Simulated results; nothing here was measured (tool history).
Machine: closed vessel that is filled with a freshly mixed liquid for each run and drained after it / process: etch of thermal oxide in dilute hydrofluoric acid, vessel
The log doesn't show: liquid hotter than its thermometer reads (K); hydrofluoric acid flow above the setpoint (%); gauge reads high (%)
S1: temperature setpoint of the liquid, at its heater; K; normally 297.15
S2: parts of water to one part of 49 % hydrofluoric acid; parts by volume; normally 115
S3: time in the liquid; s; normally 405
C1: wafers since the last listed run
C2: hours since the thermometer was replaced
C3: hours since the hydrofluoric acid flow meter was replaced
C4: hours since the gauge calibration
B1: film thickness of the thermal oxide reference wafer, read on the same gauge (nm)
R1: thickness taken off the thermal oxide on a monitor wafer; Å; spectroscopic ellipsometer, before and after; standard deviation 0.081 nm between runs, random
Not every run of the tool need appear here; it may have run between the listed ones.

run 1 hour=0 | S1=297.15 S2=70 S3=550 | C1=0 C2=354.9 C3=942.6 C4=85.2 | B1=140.02 | R1=407.5
run 2 hour=11.2 | S1=297.15 S2=115 S3=405 | C1=678 C2=366.1 C3=953.8 C4=96.4 | B1=139.98 | R1=172.1
run 3 hour=22.8 | S1=297.15 S2=115 S3=405 | C1=702 C2=377.7 C3=965.4 C4=108 | B1=140.01 | R1=172.7
run 4 hour=29.4 | S1=297.15 S2=115 S3=335 | C1=399 C2=384.3 C3=972 C4=114.6 | B1=139.99 | R1=143.7
run 5 hour=36.8 | S1=297.15 S2=115 S3=335 | C1=448 C2=391.7 C3=979.4 C4=122 | B1=140 | R1=143.3
run 6 hour=47.7 | S1=297.15 S2=115 S3=335 | C1=660 C2=402.6 C3=990.3 C4=132.9 | B1=140.01 | R1=143.3
run 7 hour=58.8 | S1=297.15 S2=115 S3=325 | C1=672 C2=413.7 C3=1001.4 C4=144 | B1=139.97 | R1=140.2
run 8 hour=71.4 | S1=297.15 S2=115 S3=405 | C1=763 C2=426.3 C3=1014 C4=156.6 | B1=140 | R1=173.6
run 9 hour=80.6 | S1=297.15 S2=90 S3=405 | C1=557 C2=435.5 C3=1023.2 C4=165.8 | B1=139.99 | R1=231.3
-- hour=89.5 hydrofluoric acid flow meter replaced
run 10 hour=95.1 | S1=297.15 S2=115 S3=170 | C1=817 C2=450 C3=5.6 C4=180.3 | B1=140.02 | R1=73.8
-- hour=100.5 gauge calibrated
run 11 hour=102 | S1=297.15 S2=60 S3=525 | C1=417 C2=456.9 C3=12.5 C4=1.5 | B1=139.99 | R1=469.2

Forecast run 12:
-- hour=112.3 thermometer replaced
run 12 hour=112.8 | S1=292.65 S2=150 S3=615 | C1=593 C2=0.5 C3=23.3 C4=12.3 | B1=? | R1=?

B1: 140
R1: 154.3 Å
Had the tool carried no hidden state, the very same run would have given R1 152.4 Å.
